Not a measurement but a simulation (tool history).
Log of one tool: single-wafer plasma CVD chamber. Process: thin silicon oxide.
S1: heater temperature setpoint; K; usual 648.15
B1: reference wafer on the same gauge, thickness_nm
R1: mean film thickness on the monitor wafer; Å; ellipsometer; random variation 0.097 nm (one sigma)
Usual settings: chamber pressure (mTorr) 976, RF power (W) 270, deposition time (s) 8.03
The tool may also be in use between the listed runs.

Run 1, hour 0.0: usual settings; B1 16.279. Result: R1 169.61 Å.
Run 2, hour 52.1: usual settings; B1 16.266. Result: R1 170.14 Å.
Run 3, hour 114.2: usual settings; B1 16.318. Result: R1 170.64 Å.
Run 4, hour 157.1: usual settings; B1 16.349. Result: R1 171.70 Å.
Run 5, hour 184.5: usual settings; B1 16.351. Result: R1 169.73 Å.
Run 6, hour 228.3: usual settings but S1 640.15 K, deposition time (s) 9.18; B1 16.369. Result: R1 195.98 Å.
Run 7, hour 288.8: usual settings; B1 16.398. Result: R1 169.12 Å.
Run 8, hour 377.7: usual settings; B1 16.407. Result: R1 170.17 Å.
At hour 411.7: capacitance manometer re-zeroed and calibrated.
Run 9, hour 441.5: usual settings; B1 16.408. Result: R1 172.25 Å.
Run 10, hour 466.2: usual settings but S1 652.15 K; B1 16.439. Result: R1 169.91 Å.
Run 11, hour 514.5: usual settings but S1 634.15 K, chamber pressure (mTorr) 895, deposition time (s) 6.56; B1 16.474. Result: R1 130.12 Å.
Run 12, hour 575.8: usual settings; B1 16.482. Result: R1 171.89 Å.
Run 13, hour 619.7: usual settings but chamber pressure (mTorr) 1162, RF power (W) 295; B1 16.486. Result: R1 198.37 Å.
At hour 635.6: thermocouple changed; heater temperature recalibrated.
At hour 644.9: RF generator calibrated.
Run 14, hour 650.9: usual settings but S1 642.15 K, deposition time (s) 8.76; B1 16.491. Result: R1 189.03 Å.
At hour 662.0: gauge calibrated.
Run 15, hour 696.5: usual settings but S1 661.15 K, chamber pressure (mTorr) 1052; B1 16.026. Result: R1 174.82 Å.
Run 16, hour 759.7: usual settings but S1 654.15 K, deposition time (s) 9.11; B1 16.031. Result: R1 187.90 Å.
At hour 793.3: showerhead replaced.
Run 17, hour 793.8: usual settings but S1 653.15 K, chamber pressure (mTorr) 1163, deposition time (s) 8.81; B1 16.035. Result: R1 207.55 Å.
Run 18, hour 832.2: usual settings but chamber pressure (mTorr) 752; B1 16.070. Result: R1 128.33 Å.
Run 19, hour 863.0: usual settings but S1 658.15 K, chamber pressure (mTorr) 1201; B1 16.102. Result: R1 191.06 Å.
Run 20, hour 908.5: usual settings but S1 642.15 K, deposition time (s) 9.18; B1 16.114. Result: R1 193.72 Å.
Run 21, hour 939.8: usual settings but chamber pressure (mTorr) 1164; B1 16.096. Result: R1 190.72 Å.
Run 22, hour 1007.5: usual settings but RF power (W) 310; B1 16.099. Result: R1 175.10 Å.
Run 23, hour 1064.8: usual settings; B1 16.129. Result: R1 168.94 Å.
Run 24, hour 1127.6: usual settings; B1 16.188. Result: R1 169.71 Å.
Run 25, hour 1194.0: usual settings but chamber pressure (mTorr) 773, RF power (W) 305, deposition time (s) 8.70; B1 16.196. Result: R1 151.89 Å.
Run 26, hour 1247.8: usual settings but S1 655.15 K, chamber pressure (mTorr) 1159; B1 16.251. Result: R1 192.22 Å.
Run 27, hour 1311.6: usual settings but S1 656.15 K, chamber pressure (mTorr) 1140, RF power (W) 310, deposition time (s) 9.38; B1 16.214. Result: R1 228.16 Å.
Run 28, hour 1377.0: usual settings but RF power (W) 235, deposition time (s) 8.79; B1 16.272. Result: R1 177.23 Å.

5 ways to go on from here, each from the tool as it stands after run 28. What would each give?
Run A, hour 1377.4: usual settings but S1 662.15 K; B1 ?. Result: R1 ?.
Run B, hour 1377.4: usual settings but RF power (W) 225, deposition time (s) 6.64; B1 ?. Result: R1 ?.
Run C, hour 1377.4: usual settings but RF power (W) 240; B1 ?. Result: R1 ?.
Run D, hour 1377.4: usual settings but chamber pressure (mTorr) 766, RF power (W) 310; B1 ?. Result: R1 ?.
Run E, hour 1377.4: usual settings but S1 656.15 K; B1 ?. Result: R1 ?.

run      B1      R1
  A  16.234  166.82
  B  16.234  131.80
  C  16.234  162.60
  D  16.234  139.05
  E  16.234  167.57
Without the tool's hidden state the same runs would have given:
run      R1
  A  164.18
  B  129.72
  C  160.03
  D  136.84
  E  164.92

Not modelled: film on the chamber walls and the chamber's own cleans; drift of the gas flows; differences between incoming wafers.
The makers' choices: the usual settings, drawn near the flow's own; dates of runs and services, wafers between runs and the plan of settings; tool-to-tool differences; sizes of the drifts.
